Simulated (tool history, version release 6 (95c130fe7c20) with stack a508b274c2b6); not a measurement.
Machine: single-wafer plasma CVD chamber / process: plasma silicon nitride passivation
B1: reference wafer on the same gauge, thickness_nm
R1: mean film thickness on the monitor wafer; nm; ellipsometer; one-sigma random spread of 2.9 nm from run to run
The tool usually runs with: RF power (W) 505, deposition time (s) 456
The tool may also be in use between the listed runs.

Run 1, hour 0.0: usual settings but RF power (W) 465, deposition time (s) 419; B1 778.240. Result: R1 604.662 nm.
Run 2, hour 59.1: usual settings but RF power (W) 465, deposition time (s) 419; B1 779.266. Result: R1 609.503 nm.
Run 3, hour 124.7: usual settings but RF power (W) 465, deposition time (s) 419; B1 778.667. Result: R1 604.813 nm.
Run 4, hour 174.1: usual settings; B1 778.269. Result: R1 680.721 nm.
Run 5, hour 404.5: usual settings; B1 779.370. Result: R1 676.864 nm.
Run 6, hour 499.9: usual settings; B1 778.561. Result: R1 674.929 nm.
Run 7, hour 593.5: usual settings but RF power (W) 450, deposition time (s) 492; B1 778.778. Result: R1 687.976 nm.
Run 8, hour 671.2: usual settings; B1 778.829. Result: R1 675.249 nm.
At hour 712.2: showerhead replaced.
Run 9, hour 730.6: usual settings; B1 779.384. Result: R1 672.652 nm.
Run 10, hour 770.2: usual settings but deposition time (s) 482; B1 779.582. Result: R1 710.001 nm.
At hour 778.3: gauge calibrated.
Run 11, hour 806.4: usual settings but deposition time (s) 482; B1 778.627. Result: R1 711.461 nm.
At hour 963.5: RF generator calibrated.
Run 12, hour 993.6: usual settings but deposition time (s) 482; B1 779.841. Result: R1 736.017 nm.
Run 13, hour 1041.5: usual settings but RF power (W) 575; B1 778.046. Result: R1 723.131 nm.
Run 14, hour 1137.9: usual settings but RF power (W) 465, deposition time (s) 419; B1 778.315. Result: R1 612.708 nm.
Run 15, hour 1241.3: usual settings but RF power (W) 590, deposition time (s) 390; B1 779.125. Result: R1 623.871 nm.
Run 16, hour 1319.3: usual settings but RF power (W) 575; B1 778.321. Result: R1 722.356 nm.
Run 17, hour 1385.9: usual settings but RF power (W) 570, deposition time (s) 536; B1 778.772. Result: R1 843.679 nm.
Run 18, hour 1474.0: usual settings but RF power (W) 435; B1 778.422. Result: R1 643.029 nm.
Run 19, hour 1571.0: usual settings but RF power (W) 590, deposition time (s) 420; B1 779.402. Result: R1 671.436 nm.
Run 20, hour 1609.3: usual settings but RF power (W) 540; B1 778.492. Result: R1 704.339 nm.
Run 21, hour 1650.9: usual settings but RF power (W) 555, deposition time (s) 482; B1 779.084. Result: R1 751.964 nm.
Run 22, hour 1723.5: usual settings but RF power (W) 555, deposition time (s) 519; B1 778.730. Result: R1 802.254 nm.
Run 23, hour 1789.7: usual settings but RF power (W) 590, deposition time (s) 420; B1 779.376. Result: R1 667.297 nm.
Run 24, hour 1855.9: usual settings; B1 779.019. Result: R1 682.871 nm.
Run 25, hour 1916.3: usual settings but RF power (W) 535, deposition time (s) 389; B1 779.348. Result: R1 590.522 nm.
Run 26, hour 1990.9: usual settings; B1 779.237. Result: R1 684.389 nm.
Run 27, hour 2081.3: usual settings but RF power (W) 545, deposition time (s) 385; B1 779.665. Result: R1 589.831 nm.

Hidden state or all else? Some run-to-run changes of R1, split into what the settings, what came in and random variation would give without the hidden state, and what is left for the hidden state (with any gauge scatter that isn't in both results):
Hidden state at play: delivered RF power above the setpoint (%); gauge reads high (%).
Run 11 -> 12: RF generator calibrated. R1 +24.556 nm: hidden state +20.379, all else +4.177.
Run 17 -> 18: RF power (W) 570 -> 435, deposition time (s) 536 -> 456. R1 -200.650 nm: hidden state +1.541, all else -202.191.
Run 22 -> 23: RF power (W) 555 -> 590, deposition time (s) 519 -> 420. R1 -134.957 nm: hidden state +1.758, all else -136.715.
Run 25 -> 26: RF power (W) 535 -> 505, deposition time (s) 389 -> 456. R1 +93.867 nm: hidden state -3.143, all else +97.010.
